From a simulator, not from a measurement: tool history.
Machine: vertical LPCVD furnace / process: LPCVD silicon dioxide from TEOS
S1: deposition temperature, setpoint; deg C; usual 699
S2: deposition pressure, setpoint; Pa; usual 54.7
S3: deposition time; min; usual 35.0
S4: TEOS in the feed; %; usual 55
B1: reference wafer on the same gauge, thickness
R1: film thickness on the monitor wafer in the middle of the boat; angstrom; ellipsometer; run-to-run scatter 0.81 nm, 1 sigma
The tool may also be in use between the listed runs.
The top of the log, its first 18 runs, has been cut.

{"run": 19, "hour": 258.0, "S1": 690, "S2": 68.0, "S3": 22.5, "S4": 55, "B1": 209.86, "R1": 1515.6}
{"hour": 282.7, "done": "TEOS flow controller replaced"}
{"run": 20, "hour": 283.2, "S1": 703, "S2": 48.7, "S3": 27.5, "S4": 59, "B1": 209.99, "R1": 2237.9}
{"run": 21, "hour": 288.9, "S1": 706, "S2": 54.7, "S3": 35.0, "S4": 55, "B1": 209.99, "R1": 3106.8}
{"run": 22, "hour": 296.6, "S1": 690, "S2": 46.0, "S3": 28.5, "S4": 64, "B1": 210.2, "R1": 1725.6}
{"run": 23, "hour": 311.3, "S1": 696, "S2": 47.3, "S3": 35.0, "S4": 55, "B1": 210.05, "R1": 2297.2}
{"run": 24, "hour": 320.4, "S1": 699, "S2": 54.7, "S3": 35.0, "S4": 55, "B1": 210.11, "R1": 2647.9}
{"run": 25, "hour": 339.2, "S1": 699, "S2": 42.7, "S3": 35.0, "S4": 55, "B1": 209.84, "R1": 2338.1}
{"run": 26, "hour": 349.6, "S1": 699, "S2": 60.7, "S3": 41.0, "S4": 52, "B1": 209.99, "R1": 3169.1}
{"run": 27, "hour": 362.0, "S1": 699, "S2": 54.7, "S3": 35.0, "S4": 55, "B1": 210.13, "R1": 2660.0}
{"run": 28, "hour": 382.9, "S1": 699, "S2": 54.7, "S3": 35.0, "S4": 55, "B1": 210.0, "R1": 2646.5}
{"run": 29, "hour": 402.2, "S1": 699, "S2": 65.3, "S3": 21.5, "S4": 55, "B1": 209.93, "R1": 1797.9}
{"run": 30, "hour": 410.1, "S1": 699, "S2": 54.7, "S3": 24.0, "S4": 55, "B1": 210.23, "R1": 1824.2}

Alternative continuations, all from the tool just after run 30; predict every row:
{"run": "A", "hour": 415.2, "S1": 699, "S2": 54.7, "S3": 35.0, "S4": 44, "B1": "?", "R1": "?"}
{"run": "B", "hour": 415.2, "S1": 699, "S2": 41.3, "S3": 35.0, "S4": 55, "B1": "?", "R1": "?"}
{"run": "C", "hour": 415.2, "S1": 696, "S2": 54.7, "S3": 28.0, "S4": 49, "B1": "?", "R1": "?"}
{"run": "D", "hour": 415.2, "S1": 694, "S2": 54.7, "S3": 22.5, "S4": 44, "B1": "?", "R1": "?"}
{"run": "E", "hour": 415.2, "S1": 689, "S2": 68.0, "S3": 35.0, "S4": 55, "B1": "?", "R1": "?"}

run=A B1=209.93 R1=2380.6
run=B B1=209.93 R1=2314.4
run=C B1=209.93 R1=1874.0
run=D B1=209.93 R1=1361.6
run=E B1=209.93 R1=2346.9
The same runs, with their run-to-run variation unchanged, on a tool lacking any hidden condition would have given:
run=A R1=2319.5
run=B R1=2255.0
run=C R1=1825.6
run=D R1=1326.3
run=E R1=2285.4

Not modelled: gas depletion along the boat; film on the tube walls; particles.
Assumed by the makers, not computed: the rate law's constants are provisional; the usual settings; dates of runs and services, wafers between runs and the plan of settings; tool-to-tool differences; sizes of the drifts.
